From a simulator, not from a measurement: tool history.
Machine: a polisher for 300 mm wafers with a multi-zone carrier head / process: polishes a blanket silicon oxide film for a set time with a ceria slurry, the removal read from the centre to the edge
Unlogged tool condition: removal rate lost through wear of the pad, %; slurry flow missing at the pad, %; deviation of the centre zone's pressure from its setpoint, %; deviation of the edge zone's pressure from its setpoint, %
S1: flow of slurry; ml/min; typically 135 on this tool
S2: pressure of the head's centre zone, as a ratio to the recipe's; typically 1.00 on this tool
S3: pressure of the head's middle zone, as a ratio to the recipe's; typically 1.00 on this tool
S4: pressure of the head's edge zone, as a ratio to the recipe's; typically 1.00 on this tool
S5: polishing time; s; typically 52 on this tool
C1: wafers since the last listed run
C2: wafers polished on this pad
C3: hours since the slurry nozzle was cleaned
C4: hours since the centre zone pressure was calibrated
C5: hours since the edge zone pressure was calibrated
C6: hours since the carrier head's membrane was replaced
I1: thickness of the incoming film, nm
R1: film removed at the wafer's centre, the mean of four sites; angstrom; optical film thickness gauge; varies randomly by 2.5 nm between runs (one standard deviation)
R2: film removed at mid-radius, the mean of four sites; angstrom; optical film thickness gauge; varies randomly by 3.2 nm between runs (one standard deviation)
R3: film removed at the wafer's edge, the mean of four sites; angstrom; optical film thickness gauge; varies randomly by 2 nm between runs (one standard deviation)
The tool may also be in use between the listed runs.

| run | hour | S1 | S2 | S3 | S4 | S5 | C1 | C2 | C3 | C4 | C5 | C6 | I1 | R1 | R2 | R3 |
|---|---|---|---|---|---|---|---|---|---|---|---|---|---|---|---|---|
| 1 | 0.0 | 135 | 1.00 | 1.00 | 0.92 | 52 | 0 | 107 | 152.6 | 98.4 | 738.4 | 813.6 | 895.7 | 2904 | 2980 | 2897 |
| 2 | 31.9 | 135 | 1.00 | 1.09 | 1.00 | 66 | 341 | 448 | 184.5 | 130.3 | 770.3 | 845.5 | 915.5 | 3652 | 4034 | 3834 |
|  | 37.3 | carrier head's membrane replaced by a new one |
| 3 | 63.5 | 155 | 0.88 | 1.00 | 1.08 | 52 | 284 | 733 | 216.1 | 161.9 | 801.9 | 26.2 | 886.7 | 2758 | 3075 | 3194 |
| 4 | 80.1 | 135 | 1.00 | 1.00 | 1.00 | 52 | 177 | 910 | 232.7 | 178.5 | 818.5 | 42.8 | 882.9 | 2864 | 2918 | 2987 |
| 5 | 99.0 | 135 | 1.00 | 1.00 | 1.00 | 52 | 202 | 1112 | 251.6 | 197.4 | 837.4 | 61.7 | 896.8 | 2870 | 2935 | 3009 |
| 6 | 120.8 | 150 | 1.00 | 0.96 | 1.00 | 52 | 233 | 1346 | 273.4 | 219.2 | 859.2 | 83.5 | 883.5 | 2918 | 2867 | 3056 |
| 7 | 174.8 | 135 | 1.00 | 1.00 | 1.00 | 52 | 577 | 1923 | 327.4 | 273.2 | 913.2 | 137.5 | 887.1 | 2829 | 2928 | 2988 |
| 8 | 191.8 | 135 | 1.00 | 1.00 | 1.00 | 38 | 181 | 2105 | 344.4 | 290.2 | 930.2 | 154.5 | 910.1 | 2036 | 2118 | 2169 |
| 9 | 224.3 | 170 | 1.00 | 0.92 | 0.96 | 52 | 347 | 2452 | 376.9 | 322.7 | 962.7 | 187.0 | 906.3 | 2995 | 2873 | 3030 |
|  | 253.4 | edge zone pressure recalibrated |
|  | 254.4 | worn pad replaced by a new one |
| 10 | 254.9 | 135 | 0.90 | 0.92 | 1.08 | 67 | 295 | 5 | 407.5 | 353.3 | 1.5 | 217.6 | 905.5 | 3368 | 3461 | 3959 |
| 11 | 264.0 | 155 | 1.00 | 1.00 | 0.90 | 52 | 97 | 102 | 416.6 | 362.4 | 10.6 | 226.7 | 896.9 | 2896 | 2909 | 2885 |
| 12 | 281.0 | 170 | 1.00 | 1.00 | 1.00 | 52 | 181 | 284 | 433.6 | 379.4 | 27.6 | 243.7 | 910.4 | 2971 | 3027 | 3065 |
| 13 | 298.0 | 120 | 0.96 | 1.06 | 1.04 | 52 | 181 | 466 | 450.6 | 396.4 | 44.6 | 260.7 | 887.4 | 2613 | 2887 | 2954 |
| 14 | 333.9 | 180 | 1.00 | 1.00 | 1.00 | 39 | 383 | 850 | 486.5 | 432.3 | 80.5 | 296.6 | 899.7 | 2265 | 2289 | 2318 |
| 15 | 348.4 | 135 | 1.00 | 1.00 | 1.00 | 52 | 155 | 1005 | 501.0 | 446.8 | 95.0 | 311.1 | 915.8 | 2745 | 2816 | 2909 |
| 16 | 384.3 | 110 | 1.00 | 1.10 | 1.00 | 52 | 383 | 1388 | 536.9 | 482.7 | 130.9 | 347.0 | 888.9 | 2501 | 2849 | 2780 |
| 17 | 415.9 | 135 | 0.95 | 0.96 | 1.00 | 52 | 337 | 1726 | 568.5 | 514.3 | 162.5 | 378.6 | 901.1 | 2602 | 2673 | 2891 |
| 18 | 448.5 | 135 | 1.00 | 1.00 | 1.00 | 52 | 348 | 2075 | 601.1 | 546.9 | 195.1 | 411.2 | 905.9 | 2658 | 2746 | 2872 |
| 19 | 474.9 | 135 | 1.00 | 1.00 | 1.00 | 52 | 282 | 2357 | 627.5 | 573.3 | 221.5 | 437.6 | 897.5 | 2665 | 2724 | 2840 |
|  | 479.4 | centre zone pressure recalibrated |
| 20 | 499.1 | 135 | 1.00 | 1.00 | 0.94 | 52 | 237 | 2595 | 651.7 | 19.7 | 245.7 | 461.8 | 899.0 | 2611 | 2744 | 2761 |
|  | 516.6 | worn pad replaced by a new one |
| 21 | 517.7 | 160 | 1.00 | 0.92 | 1.00 | 52 | 156 | 12 | 670.3 | 38.3 | 264.3 | 480.4 | 880.2 | 2817 | 2654 | 2946 |

Each row is a separate what-if for the run after 21, all from the same tool condition, not one after another. Results?
| A | 518.1 | 155 | 1.00 | 1.00 | 1.00 | 52 | 4 | 16 | 670.7 | 38.7 | 264.7 | 480.8 | 911.2 | ? | ? | ? |
| B | 518.1 | 145 | 1.08 | 0.94 | 1.00 | 52 | 4 | 16 | 670.7 | 38.7 | 264.7 | 480.8 | 911.2 | ? | ? | ? |
| C | 518.1 | 135 | 0.92 | 0.92 | 1.00 | 52 | 4 | 16 | 670.7 | 38.7 | 264.7 | 480.8 | 911.2 | ? | ? | ? |
| D | 518.1 | 110 | 1.06 | 0.95 | 0.94 | 52 | 4 | 16 | 670.7 | 38.7 | 264.7 | 480.8 | 911.2 | ? | ? | ? |
| E | 518.1 | 135 | 1.00 | 1.07 | 1.10 | 52 | 4 | 16 | 670.7 | 38.7 | 264.7 | 480.8 | 911.2 | ? | ? | ? |

| run | R1 | R2 | R3 |
|---|---|---|---|
| A | 2761 | 2892 | 2912 |
| B | 2846 | 2690 | 2875 |
| C | 2479 | 2583 | 2832 |
| D | 2495 | 2452 | 2613 |
| E | 2627 | 2932 | 2962 |
What these runs would have given with no unlogged condition in the tool:
| run | R1 | R2 | R3 |
|---|---|---|---|
| A | 3058 | 3164 | 3102 |
| B | 3177 | 2962 | 3074 |
| C | 2792 | 2865 | 3041 |
| D | 2898 | 2789 | 2843 |
| E | 2959 | 3253 | 3181 |

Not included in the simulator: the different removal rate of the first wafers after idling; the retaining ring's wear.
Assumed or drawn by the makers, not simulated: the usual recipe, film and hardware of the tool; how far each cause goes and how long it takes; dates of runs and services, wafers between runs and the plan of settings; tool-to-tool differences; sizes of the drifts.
